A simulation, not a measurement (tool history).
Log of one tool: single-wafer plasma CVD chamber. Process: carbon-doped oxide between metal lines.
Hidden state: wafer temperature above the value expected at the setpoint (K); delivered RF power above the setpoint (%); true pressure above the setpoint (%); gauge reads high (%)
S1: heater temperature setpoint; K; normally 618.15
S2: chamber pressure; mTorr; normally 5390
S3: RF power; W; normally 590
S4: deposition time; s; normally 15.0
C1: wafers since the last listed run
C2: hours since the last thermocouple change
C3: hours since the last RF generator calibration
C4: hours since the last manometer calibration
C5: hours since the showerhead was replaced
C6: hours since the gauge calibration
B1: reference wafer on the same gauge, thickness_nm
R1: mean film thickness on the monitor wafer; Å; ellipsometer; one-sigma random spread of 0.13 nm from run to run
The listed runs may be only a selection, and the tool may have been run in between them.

run 1 day=0.000 | S1=618.15 S2=5390 S3=590 S4=15.0 | C1=0 C2=2575.5 C3=2065.0 C4=752.3 C5=6211.1 C6=65.4 | B1=80.217 | R1=866.70
run 2 day=0.788 | S1=618.15 S2=5390 S3=590 S4=15.0 | C1=279 C2=2594.4 C3=2083.9 C4=771.2 C5=6230.0 C6=84.3 | B1=80.129 | R1=866.29
run 3 day=1.792 | S1=618.15 S2=5390 S3=590 S4=15.0 | C1=356 C2=2618.5 C3=2108.0 C4=795.3 C5=6254.1 C6=108.4 | B1=80.066 | R1=866.29
run 4 day=2.462 | S1=618.15 S2=5390 S3=590 S4=13.7 | C1=237 C2=2634.6 C3=2124.1 C4=811.4 C5=6270.2 C6=124.5 | B1=80.042 | R1=792.06
run 5 day=3.092 | S1=618.15 S2=5390 S3=590 S4=13.7 | C1=223 C2=2649.7 C3=2139.2 C4=826.5 C5=6285.3 C6=139.6 | B1=79.964 | R1=789.68
-- day=3.917 showerhead replaced
run 6 day=4.192 | S1=618.15 S2=5390 S3=590 S4=13.7 | C1=271 C2=2676.1 C3=2165.6 C4=852.9 C5=6.6 C6=166.0 | B1=79.807 | R1=787.96
-- day=4.788 thermocouple changed; heater temperature recalibrated
run 7 day=4.854 | S1=618.15 S2=5390 S3=645 S4=15.0 | C1=116 C2=1.6 C3=2181.5 C4=868.8 C5=22.5 C6=181.9 | B1=79.758 | R1=897.44
run 8 day=5.962 | S1=627.15 S2=5390 S3=495 S4=17.8 | C1=393 C2=28.2 C3=2208.1 C4=895.4 C5=49.1 C6=208.5 | B1=79.641 | R1=917.32

Run 9 comes next. What will it give?
-- day=7.346 RF generator calibrated
run 9 day=7.396 | S1=631.15 S2=5390 S3=480 S4=14.1 | C1=390 C2=62.6 C3=1.2 C4=929.8 C5=83.5 C6=242.9 | B1=? | R1=?

Run 9 measured B1 79.470, R1 709.96 Å.
With no hidden state in the tool, this same run would have given R1 716.81 Å.

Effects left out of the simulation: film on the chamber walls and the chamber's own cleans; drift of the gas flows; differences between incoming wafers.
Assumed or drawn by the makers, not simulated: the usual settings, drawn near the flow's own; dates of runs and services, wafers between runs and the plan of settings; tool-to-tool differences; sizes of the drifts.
